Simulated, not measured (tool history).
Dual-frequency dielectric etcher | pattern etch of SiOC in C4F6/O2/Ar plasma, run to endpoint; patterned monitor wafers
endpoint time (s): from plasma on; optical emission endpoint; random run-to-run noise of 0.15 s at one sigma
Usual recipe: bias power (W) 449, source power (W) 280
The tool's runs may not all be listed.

| run | hour | bias power (W) | source power (W) | incoming incoming film thickness, nm | endpoint time (s) |
|---|---|---|---|---|---|
| 1 | 0.0 | 449 | 280 | 52.9 | 20.4 |
|  | 54.9 | wet clean of the chamber |
| 2 | 79.8 | 449 | 280 | 53.0 | 21.3 |
| 3 | 149.3 | 449 | 280 | 53.0 | 20.9 |
| 4 | 252.3 | 449 | 280 | 52.4 | 20.6 |
| 5 | 293.5 | 476 | 280 | 52.6 | 20.5 |
| 6 | 369.1 | 476 | 280 | 52.3 | 20.1 |
| 7 | 442.6 | 449 | 280 | 53.3 | 20.8 |
| 8 | 489.5 | 449 | 300 | 52.9 | 20.3 |
| 9 | 544.0 | 449 | 300 | 52.5 | 20.3 |
|  | 623.9 | upper electrode replaced |
| 10 | 624.4 | 449 | 280 | 52.2 | 20.4 |
|  | 663.3 | wet clean of the chamber |
| 11 | 663.8 | 449 | 280 | 52.8 | 21.2 |
| 12 | 705.6 | 449 | 280 | 52.2 | 20.8 |
| 13 | 756.0 | 365 | 340 | 52.8 | 21.8 |
| 14 | 831.3 | 543 | 280 | 52.3 | 19.4 |
| 15 | 900.7 | 449 | 280 | 52.4 | 20.7 |
| 16 | 965.8 | 420 | 340 | 53.3 | 20.7 |
| 17 | 1045.1 | 449 | 230 | 53.0 | 22.1 |
| 18 | 1120.2 | 449 | 280 | 52.5 | 20.8 |
| 19 | 1167.7 | 449 | 280 | 52.5 | 20.7 |
|  | 1258.1 | wet clean of the chamber |
| 20 | 1258.6 | 375 | 250 | 52.9 | 23.5 |
|  | 1331.0 | source power generator calibrated |
| 21 | 1358.6 | 357 | 340 | 52.2 | 21.7 |
| 22 | 1447.7 | 406 | 310 | 52.1 | 20.8 |
| 23 | 1490.9 | 449 | 310 | 53.2 | 20.2 |
| 24 | 1554.2 | 449 | 280 | 53.4 | 20.6 |
| 25 | 1645.5 | 378 | 310 | 52.5 | 21.4 |
| 26 | 1708.4 | 449 | 340 | 53.2 | 19.5 |
| 27 | 1748.1 | 384 | 250 | 52.4 | 22.7 |
| 28 | 1855.4 | 369 | 280 | 53.3 | 22.4 |
|  | 1876.8 | bias power generator calibrated |
|  | 1890.9 | wet clean of the chamber |
| 29 | 1919.5 | 449 | 280 | 52.0 | 21.0 |
| 30 | 2007.4 | 535 | 240 | 52.5 | 20.1 |
| 31 | 2101.1 | 479 | 330 | 52.8 | 19.3 |
| 32 | 2268.7 | 481 | 310 | 53.5 | 19.5 |
| 33 | 2372.4 | 474 | 240 | 52.6 | 20.8 |
| 34 | 2454.4 | 390 | 320 | 52.8 | 21.2 |
| 35 | 2613.3 | 481 | 350 | 52.6 | 18.2 |

Below are 4 alternative next runs, each starting from the tool's condition after run 35. Predict each:
| A | 2613.7 | 449 | 280 | 52.3 | ? |
| B | 2613.7 | 545 | 240 | 52.3 | ? |
| C | 2613.7 | 486 | 330 | 52.3 | ? |
| D | 2613.7 | 410 | 230 | 52.3 | ? |

| run | endpoint time (s) |
|---|---|
| A | 20.2 |
| B | 19.3 |
| C | 18.6 |
| D | 22.3 |
With the hidden condition removed and each run's random variation left untouched, the same runs would have given:
| run | endpoint time (s) |
|---|---|
| A | 20.9 |
| B | 19.9 |
| C | 19.2 |
| D | 22.9 |
